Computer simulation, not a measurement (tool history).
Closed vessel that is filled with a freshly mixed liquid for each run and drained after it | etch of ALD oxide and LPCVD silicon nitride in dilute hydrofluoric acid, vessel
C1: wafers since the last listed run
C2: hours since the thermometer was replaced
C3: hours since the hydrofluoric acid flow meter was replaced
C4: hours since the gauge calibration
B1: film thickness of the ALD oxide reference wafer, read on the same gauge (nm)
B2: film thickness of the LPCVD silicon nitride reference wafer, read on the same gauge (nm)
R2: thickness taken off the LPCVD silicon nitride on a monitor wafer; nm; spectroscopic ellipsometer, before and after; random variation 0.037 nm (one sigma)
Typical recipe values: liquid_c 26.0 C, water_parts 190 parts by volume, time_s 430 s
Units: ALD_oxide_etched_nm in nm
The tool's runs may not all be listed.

run 1 hour=0.0 | liquid_c=26.0 water_parts=190 time_s=285 | C1=0 C2=1582.6 C3=678.4 C4=165.3 | B1=119.97 B2=120.020 | ALD_oxide_etched_nm=14.68 R2=0.772
run 2 hour=36.0 | liquid_c=26.0 water_parts=190 time_s=285 | C1=2028 C2=1618.6 C3=714.4 C4=201.3 | B1=120.04 B2=120.022 | ALD_oxide_etched_nm=14.58 R2=0.850
run 3 hour=81.7 | liquid_c=26.0 water_parts=190 time_s=430 | C1=2574 C2=1664.3 C3=760.1 C4=247.0 | B1=120.02 B2=120.007 | ALD_oxide_etched_nm=21.95 R2=1.195
run 4 hour=118.5 | liquid_c=26.0 water_parts=190 time_s=430 | C1=2073 C2=1701.1 C3=796.9 C4=283.8 | B1=119.99 B2=119.965 | ALD_oxide_etched_nm=21.99 R2=1.207
run 5 hour=164.9 | liquid_c=22.5 water_parts=190 time_s=430 | C1=2613 C2=1747.5 C3=843.3 C4=330.2 | B1=119.97 B2=120.037 | ALD_oxide_etched_nm=19.30 R2=0.977
run 6 hour=228.9 | liquid_c=26.0 water_parts=190 time_s=430 | C1=3605 C2=1811.5 C3=907.3 C4=394.2 | B1=119.95 B2=120.002 | ALD_oxide_etched_nm=22.04 R2=1.283
run 7 hour=283.0 | liquid_c=26.0 water_parts=190 time_s=430 | C1=3047 C2=1865.6 C3=961.4 C4=448.3 | B1=119.96 B2=119.950 | ALD_oxide_etched_nm=21.72 R2=1.191
run 8 hour=333.7 | liquid_c=29.0 water_parts=125 time_s=430 | C1=2856 C2=1916.3 C3=1012.1 C4=499.0 | B1=120.02 B2=119.988 | ALD_oxide_etched_nm=40.27 R2=2.255
run 9 hour=380.3 | liquid_c=26.0 water_parts=190 time_s=285 | C1=2625 C2=1962.9 C3=1058.7 C4=545.6 | B1=120.00 B2=119.976 | ALD_oxide_etched_nm=14.55 R2=0.811
-- hour=388.1 hydrofluoric acid flow meter replaced
-- hour=409.6 gauge calibrated
run 10 hour=414.7 | liquid_c=22.5 water_parts=100 time_s=605 | C1=1881 C2=1997.3 C3=26.6 C4=5.1 | B1=120.01 B2=120.041 | ALD_oxide_etched_nm=57.17 R2=2.623
-- hour=441.9 thermometer replaced
run 11 hour=452.2 | liquid_c=24.0 water_parts=265 time_s=685 | C1=2056 C2=10.3 C3=64.1 C4=42.6 | B1=119.95 B2=120.008 | ALD_oxide_etched_nm=21.44 R2=1.222
run 12 hour=482.2 | liquid_c=22.0 water_parts=190 time_s=195 | C1=1690 C2=40.3 C3=94.1 C4=72.6 | B1=120.02 B2=119.978 | ALD_oxide_etched_nm=8.49 R2=0.409
run 13 hour=533.1 | liquid_c=26.0 water_parts=270 time_s=180 | C1=2867 C2=91.2 C3=145.0 C4=123.5 | B1=120.02 B2=119.992 | ALD_oxide_etched_nm=5.99 R2=0.367
run 14 hour=570.8 | liquid_c=29.5 water_parts=190 time_s=430 | C1=2123 C2=128.9 C3=182.7 C4=161.2 | B1=119.98 B2=119.976 | ALD_oxide_etched_nm=24.71 R2=1.455

Describe how what the log doesn't record of the tool's condition differs between the last listed run preceding each entry between runs and the first listed run following it.
Logged between run 9 and run 10: hydrofluoric acid flow meter replaced (hour 388.1); gauge calibrated (hour 409.6)
  both runs share identical hidden conditions
Logged between run 10 and run 11: thermometer replaced (hour 441.9)
  both runs share identical hidden conditions

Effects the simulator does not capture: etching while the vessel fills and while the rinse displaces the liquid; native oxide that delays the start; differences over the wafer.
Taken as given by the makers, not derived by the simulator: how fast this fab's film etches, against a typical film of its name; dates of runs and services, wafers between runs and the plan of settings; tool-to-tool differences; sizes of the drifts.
